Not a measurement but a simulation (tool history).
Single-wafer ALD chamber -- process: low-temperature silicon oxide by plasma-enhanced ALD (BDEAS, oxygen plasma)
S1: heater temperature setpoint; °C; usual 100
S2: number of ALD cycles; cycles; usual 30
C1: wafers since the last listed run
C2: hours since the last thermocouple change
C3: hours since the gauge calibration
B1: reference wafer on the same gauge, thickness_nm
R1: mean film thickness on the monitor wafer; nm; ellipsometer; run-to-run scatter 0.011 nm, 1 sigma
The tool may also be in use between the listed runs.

{"run": 1, "hour": 0.0, "S1": 100, "S2": 30, "C1": 0, "C2": 251.9, "C3": 1555.8, "B1": 5.023, "R1": 4.467}
{"run": 2, "hour": 96.7, "S1": 100, "S2": 30, "C1": 899, "C2": 348.6, "C3": 1652.5, "B1": 5.017, "R1": 4.448}
{"run": 3, "hour": 142.0, "S1": 100, "S2": 30, "C1": 421, "C2": 393.9, "C3": 1697.8, "B1": 5.022, "R1": 4.47}
{"run": 4, "hour": 214.2, "S1": 89, "S2": 30, "C1": 671, "C2": 466.1, "C3": 1770.0, "B1": 5.021, "R1": 4.611}
{"run": 5, "hour": 279.0, "S1": 100, "S2": 35, "C1": 602, "C2": 530.9, "C3": 1834.8, "B1": 5.022, "R1": 5.156}
{"run": 6, "hour": 379.4, "S1": 100, "S2": 30, "C1": 934, "C2": 631.3, "C3": 1935.2, "B1": 5.016, "R1": 4.428}
{"run": 7, "hour": 476.9, "S1": 100, "S2": 30, "C1": 907, "C2": 728.8, "C3": 2032.7, "B1": 5.022, "R1": 4.429}
{"run": 8, "hour": 515.5, "S1": 111, "S2": 32, "C1": 359, "C2": 767.4, "C3": 2071.3, "B1": 5.02, "R1": 4.64}
{"run": 9, "hour": 574.1, "S1": 111, "S2": 32, "C1": 545, "C2": 826.0, "C3": 2129.9, "B1": 5.021, "R1": 4.643}
{"run": 10, "hour": 635.3, "S1": 111, "S2": 32, "C1": 569, "C2": 887.2, "C3": 2191.1, "B1": 5.015, "R1": 4.63}
{"run": 11, "hour": 709.1, "S1": 100, "S2": 30, "C1": 686, "C2": 961.0, "C3": 2264.9, "B1": 5.014, "R1": 4.428}
{"run": 12, "hour": 792.8, "S1": 100, "S2": 26, "C1": 778, "C2": 1044.7, "C3": 2348.6, "B1": 5.016, "R1": 3.842}
{"run": 13, "hour": 896.3, "S1": 100, "S2": 26, "C1": 963, "C2": 1148.2, "C3": 2452.1, "B1": 5.021, "R1": 3.84}
{"run": 14, "hour": 932.6, "S1": 112, "S2": 30, "C1": 337, "C2": 1184.5, "C3": 2488.4, "B1": 5.017, "R1": 4.325}
{"run": 15, "hour": 1138.4, "S1": 112, "S2": 30, "C1": 1914, "C2": 1390.3, "C3": 2694.2, "B1": 5.021, "R1": 4.335}
{"run": 16, "hour": 1233.6, "S1": 109, "S2": 30, "C1": 885, "C2": 1485.5, "C3": 2789.4, "B1": 5.023, "R1": 4.352}
{"run": 17, "hour": 1274.0, "S1": 109, "S2": 30, "C1": 375, "C2": 1525.9, "C3": 2829.8, "B1": 5.02, "R1": 4.36}
{"run": 18, "hour": 1363.6, "S1": 109, "S2": 30, "C1": 833, "C2": 1615.5, "C3": 2919.4, "B1": 5.024, "R1": 4.351}
{"run": 19, "hour": 1440.1, "S1": 100, "S2": 31, "C1": 711, "C2": 1692.0, "C3": 2995.9, "B1": 5.022, "R1": 4.572}
{"run": 20, "hour": 1520.4, "S1": 100, "S2": 31, "C1": 747, "C2": 1772.3, "C3": 3076.2, "B1": 5.016, "R1": 4.567}
{"run": 21, "hour": 1678.2, "S1": 100, "S2": 34, "C1": 1468, "C2": 1930.1, "C3": 3234.0, "B1": 5.018, "R1": 5.007}
{"run": 22, "hour": 1717.6, "S1": 100, "S2": 34, "C1": 366, "C2": 1969.5, "C3": 3273.4, "B1": 5.021, "R1": 5.02}
{"hour": 1717.7, "done": "gauge calibrated"}
{"run": 23, "hour": 1770.6, "S1": 90, "S2": 24, "C1": 493, "C2": 2022.5, "C3": 52.9, "B1": 5.02, "R1": 3.655}
{"hour": 1977.3, "done": "thermocouple changed; heater temperature recalibrated"}
{"run": 24, "hour": 2038.4, "S1": 100, "S2": 30, "C1": 2417, "C2": 61.1, "C3": 320.7, "B1": 5.015, "R1": 4.383}
{"run": 25, "hour": 2091.6, "S1": 93, "S2": 32, "C1": 495, "C2": 114.3, "C3": 373.9, "B1": 5.019, "R1": 4.752}
{"run": 26, "hour": 2139.7, "S1": 95, "S2": 35, "C1": 447, "C2": 162.4, "C3": 422.0, "B1": 5.019, "R1": 5.171}
{"run": 27, "hour": 2230.4, "S1": 96, "S2": 34, "C1": 843, "C2": 253.1, "C3": 512.7, "B1": 5.019, "R1": 4.998}
{"run": 28, "hour": 2336.0, "S1": 96, "S2": 26, "C1": 982, "C2": 358.7, "C3": 618.3, "B1": 5.019, "R1": 3.819}
{"run": 29, "hour": 2375.7, "S1": 111, "S2": 30, "C1": 369, "C2": 398.4, "C3": 658.0, "B1": 5.02, "R1": 4.283}
{"run": 30, "hour": 2455.8, "S1": 108, "S2": 28, "C1": 745, "C2": 478.5, "C3": 738.1, "B1": 5.021, "R1": 4.025}
{"run": 31, "hour": 2561.6, "S1": 93, "S2": 26, "C1": 984, "C2": 584.3, "C3": 843.9, "B1": 5.016, "R1": 3.863}
{"hour": 2590.2, "done": "thermocouple changed; heater temperature recalibrated, repeated, since the last time left the tool worse"}
{"run": 32, "hour": 2604.9, "S1": 100, "S2": 30, "C1": 328, "C2": 14.7, "C3": 887.2, "B1": 5.024, "R1": 4.443}
{"run": 33, "hour": 2805.5, "S1": 100, "S2": 30, "C1": 1866, "C2": 215.3, "C3": 1087.8, "B1": 5.022, "R1": 4.435}
{"run": 34, "hour": 2856.3, "S1": 100, "S2": 30, "C1": 472, "C2": 266.1, "C3": 1138.6, "B1": 5.019, "R1": 4.454}
{"run": 35, "hour": 2903.7, "S1": 86, "S2": 30, "C1": 441, "C2": 313.5, "C3": 1186.0, "B1": 5.023, "R1": 4.672}
{"run": 36, "hour": 2990.7, "S1": 100, "S2": 24, "C1": 809, "C2": 400.5, "C3": 1273.0, "B1": 5.019, "R1": 3.557}
{"run": 37, "hour": 3059.0, "S1": 93, "S2": 30, "C1": 635, "C2": 468.8, "C3": 1341.3, "B1": 5.021, "R1": 4.564}
{"run": 38, "hour": 3345.9, "S1": 107, "S2": 35, "C1": 2669, "C2": 755.7, "C3": 1628.2, "B1": 5.021, "R1": 5.107}
{"run": 39, "hour": 3445.8, "S1": 113, "S2": 33, "C1": 929, "C2": 855.6, "C3": 1728.1, "B1": 5.021, "R1": 4.765}
{"run": 40, "hour": 3486.3, "S1": 110, "S2": 25, "C1": 376, "C2": 896.1, "C3": 1768.6, "B1": 5.023, "R1": 3.647}
{"run": 41, "hour": 3571.2, "S1": 110, "S2": 25, "C1": 789, "C2": 981.0, "C3": 1853.5, "B1": 5.02, "R1": 3.648}
{"run": 42, "hour": 3651.4, "S1": 100, "S2": 30, "C1": 746, "C2": 1061.2, "C3": 1933.7, "B1": 5.02, "R1": 4.439}
{"run": 43, "hour": 3755.8, "S1": 105, "S2": 24, "C1": 971, "C2": 1165.6, "C3": 2038.1, "B1": 5.018, "R1": 3.514}
{"run": 44, "hour": 3831.3, "S1": 89, "S2": 26, "C1": 702, "C2": 1241.1, "C3": 2113.6, "B1": 5.025, "R1": 3.987}
{"run": 45, "hour": 3904.4, "S1": 92, "S2": 35, "C1": 680, "C2": 1314.2, "C3": 2186.7, "B1": 5.018, "R1": 5.291}

What if the next run were any one of these 3? Each begins from the tool's condition after run 45:
{"run": "A", "hour": 3904.9, "S1": 100, "S2": 32, "C1": 4, "C2": 1314.7, "C3": 2187.2, "B1": "?", "R1": "?"}
{"run": "B", "hour": 3904.9, "S1": 100, "S2": 28, "C1": 4, "C2": 1314.7, "C3": 2187.2, "B1": "?", "R1": "?"}
{"run": "C", "hour": 3904.9, "S1": 86, "S2": 27, "C1": 4, "C2": 1314.7, "C3": 2187.2, "B1": "?", "R1": "?"}

run=A B1=5.018 R1=4.735
run=B B1=5.018 R1=4.143
run=C B1=5.018 R1=4.190
Stripped of hidden state, with their random variation kept, the same runs would have yielded:
run=A R1=4.755
run=B R1=4.161
run=C R1=4.223
